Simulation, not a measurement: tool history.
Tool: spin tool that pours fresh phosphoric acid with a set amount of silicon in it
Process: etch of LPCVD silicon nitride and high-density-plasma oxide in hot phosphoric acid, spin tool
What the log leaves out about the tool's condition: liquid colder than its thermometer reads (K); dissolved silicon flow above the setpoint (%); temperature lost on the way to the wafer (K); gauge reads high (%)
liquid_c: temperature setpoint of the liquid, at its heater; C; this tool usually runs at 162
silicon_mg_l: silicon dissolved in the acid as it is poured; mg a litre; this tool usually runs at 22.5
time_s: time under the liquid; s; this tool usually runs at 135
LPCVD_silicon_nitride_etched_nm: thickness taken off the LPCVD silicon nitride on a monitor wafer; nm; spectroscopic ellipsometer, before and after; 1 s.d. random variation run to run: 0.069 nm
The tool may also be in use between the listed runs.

run     day  liquid_c  silicon_mg_l  time_s  wafers since the last listed run  hours since the thermometer was replaced  hours since the dissolved silicon flow meter was replaced  hours since the heated supply line was repaired  hours since the gauge calibration  read-back film thickness of the LPCVD silicon nitride reference wafer, read on the same gauge (nm)  LPCVD_silicon_nitride_etched_nm
  1       0       162          22.5     135                                 0                                     257.8                                                     1297.1                                           1153.6                              228.2                                                                                              130.03                            10.93
  2   1.346       162          22.5     135                               264                                     290.1                                                     1329.4                                           1185.9                              260.5                                                                                                 130                            11.17
  3   3.812       162          22.5     135                               484                                     349.3                                                     1388.6                                           1245.1                              319.7                                                                                              130.01                            11.05
  4   5.138       161          22.5     135                               260                                     381.1                                                     1420.4                                           1276.9                              351.5                                                                                              130.02                            10.57
  5     7.6       161          22.5     135                               483                                     440.2                                                     1479.5                                             1336                              410.6                                                                                              129.96                            10.64
  6  10.288       162          29.5     135                               527                                     504.7                                                       1544                                           1400.5                              475.1                                                                                              130.03                            10.97
     10.883  -- dissolved silicon flow meter replaced
  7  12.142       162            11     135                               355                                     549.2                                                       30.2                                             1445                              519.6                                                                                              129.96                            10.88
     14.112  -- thermometer replaced
  8  14.467       159            36     175                               448                                       8.5                                                         86                                           1500.8                              575.4                                                                                              130.05                            12.79
      15.15  -- heated supply line repaired
  9  18.442       164          22.5     170                               772                                     103.9                                                      181.4                                               79                              670.8                                                                                              130.01                            15.63
 10  20.425       162          22.5     135                               389                                     151.5                                                        229                                            126.6                              718.4                                                                                                 130                            11.62
 11  21.479       162          22.5     135                               207                                     176.8                                                      254.3                                            151.9                              743.7                                                                                              130.05                            11.64
     23.421  -- gauge calibrated
 12  26.575       164          33.5     175                              1000                                     299.1                                                      376.6                                            274.2                               75.7                                                                                                 130                            15.88
 13  28.362       160          33.5     195                               351                                       342                                                      419.5                                            317.1                              118.6                                                                                              129.99                            15.47
 14  30.758       162          22.5     105                               470                                     399.5                                                        477                                            374.6                              176.1                                                                                                 130                              8.9

Here are 3 independent what-if runs from the current tool condition. What would each one return?
  A  30.779       162          22.5     135                                 4                                       400                                                      477.5                                            375.1                              176.6                                                                                                   ?                                ?
  B  30.779       165          31.5     210                                 4                                       400                                                      477.5                                            375.1                              176.6                                                                                                   ?                                ?
  C  30.779     164.5          39.5     185                                 4                                       400                                                      477.5                                            375.1                              176.6                                                                                                   ?                                ?

run  read-back film thickness of the LPCVD silicon nitride reference wafer, read on the same gauge (nm)  LPCVD_silicon_nitride_etched_nm
  A                                                                                                 130                            11.58
  B                                                                                                 130                             19.9
  C                                                                                                 130                            17.24
Had the tool no hidden state, the same runs would have come out as:
run  LPCVD_silicon_nitride_etched_nm
  A                            11.94
  B                            20.51
  C                            17.77
